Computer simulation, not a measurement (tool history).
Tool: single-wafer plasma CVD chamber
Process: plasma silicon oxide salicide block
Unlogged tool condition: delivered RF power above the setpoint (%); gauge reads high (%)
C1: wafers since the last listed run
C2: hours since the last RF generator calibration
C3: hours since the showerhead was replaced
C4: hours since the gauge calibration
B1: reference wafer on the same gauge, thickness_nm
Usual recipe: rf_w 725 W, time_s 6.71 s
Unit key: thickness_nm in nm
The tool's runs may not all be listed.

run 1 hour=0 | rf_w=725 time_s=6.71 | C1=0 C2=1553 C3=2637.2 C4=313.1 | B1=62.959 | thickness_nm=67.429
run 2 hour=32.5 | rf_w=725 time_s=6.71 | C1=1285 C2=1585.5 C3=2669.7 C4=345.6 | B1=62.913 | thickness_nm=67.081
run 3 hour=84.5 | rf_w=780 time_s=6.71 | C1=2057 C2=1637.5 C3=2721.7 C4=397.6 | B1=62.945 | thickness_nm=68.584
run 4 hour=124.4 | rf_w=780 time_s=6.71 | C1=1578 C2=1677.4 C3=2761.6 C4=437.5 | B1=62.932 | thickness_nm=68.716
run 5 hour=176.2 | rf_w=780 time_s=6.71 | C1=2049 C2=1729.2 C3=2813.4 C4=489.3 | B1=62.875 | thickness_nm=68.815
run 6 hour=228.2 | rf_w=725 time_s=5.74 | C1=2057 C2=1781.2 C3=2865.4 C4=541.3 | B1=63.033 | thickness_nm=57.142
run 7 hour=270.3 | rf_w=725 time_s=5.74 | C1=1665 C2=1823.3 C3=2907.5 C4=583.4 | B1=62.968 | thickness_nm=57.23
run 8 hour=314.4 | rf_w=725 time_s=5.74 | C1=1744 C2=1867.4 C3=2951.6 C4=627.5 | B1=62.896 | thickness_nm=57.139
-- hour=326.9 RF generator calibrated
run 9 hour=377.4 | rf_w=820 time_s=6.27 | C1=2175 C2=50.5 C3=3014.6 C4=690.5 | B1=62.832 | thickness_nm=66.705
run 10 hour=419.1 | rf_w=600 time_s=5.58 | C1=1649 C2=92.2 C3=3056.3 C4=732.2 | B1=62.881 | thickness_nm=54.02
run 11 hour=463.9 | rf_w=855 time_s=5.54 | C1=1772 C2=137 C3=3101.1 C4=777 | B1=62.897 | thickness_nm=60.199
run 12 hour=633.7 | rf_w=800 time_s=5.97 | C1=6717 C2=306.8 C3=3270.9 C4=946.8 | B1=62.895 | thickness_nm=63.115
-- hour=647.2 gauge calibrated
run 13 hour=689.4 | rf_w=725 time_s=6.71 | C1=2203 C2=362.5 C3=3326.6 C4=42.2 | B1=62.851 | thickness_nm=68.704
run 14 hour=719 | rf_w=725 time_s=6.71 | C1=1171 C2=392.1 C3=3356.2 C4=71.8 | B1=62.854 | thickness_nm=68.594
-- hour=748.5 showerhead replaced
run 15 hour=779.4 | rf_w=825 time_s=5.74 | C1=2073 C2=452.5 C3=30.9 C4=132.2 | B1=62.828 | thickness_nm=61.061
run 16 hour=846.1 | rf_w=725 time_s=6.71 | C1=2638 C2=519.2 C3=97.6 C4=198.9 | B1=62.909 | thickness_nm=68.771
run 17 hour=904.3 | rf_w=685 time_s=5.64 | C1=2302 C2=577.4 C3=155.8 C4=257.1 | B1=62.964 | thickness_nm=56.347
run 18 hour=964.1 | rf_w=670 time_s=6.18 | C1=2365 C2=637.2 C3=215.6 C4=316.9 | B1=62.88 | thickness_nm=61.488

Alternative continuations, all from the tool just after run 18; predict every row:
run A hour=964.5 | rf_w=725 time_s=6.71 | C1=15 C2=637.6 C3=216 C4=317.3 | B1=? | thickness_nm=?
run B hour=964.5 | rf_w=670 time_s=7.73 | C1=15 C2=637.6 C3=216 C4=317.3 | B1=? | thickness_nm=?
run C hour=964.5 | rf_w=725 time_s=7.73 | C1=15 C2=637.6 C3=216 C4=317.3 | B1=? | thickness_nm=?
run D hour=964.5 | rf_w=725 time_s=7.88 | C1=15 C2=637.6 C3=216 C4=317.3 | B1=? | thickness_nm=?
run E hour=964.5 | rf_w=805 time_s=5.89 | C1=15 C2=637.6 C3=216 C4=317.3 | B1=? | thickness_nm=?

run=A B1=62.951 thickness_nm=68.541
run=B B1=62.951 thickness_nm=77.064
run=C B1=62.951 thickness_nm=78.96
run=D B1=62.951 thickness_nm=80.492
run=E B1=62.951 thickness_nm=62.131
With the hidden condition removed and each run's random variation left untouched, the same runs would have given:
run=A thickness_nm=68.782
run=B thickness_nm=77.336
run=C thickness_nm=79.238
run=D thickness_nm=80.775
run=E thickness_nm=62.35
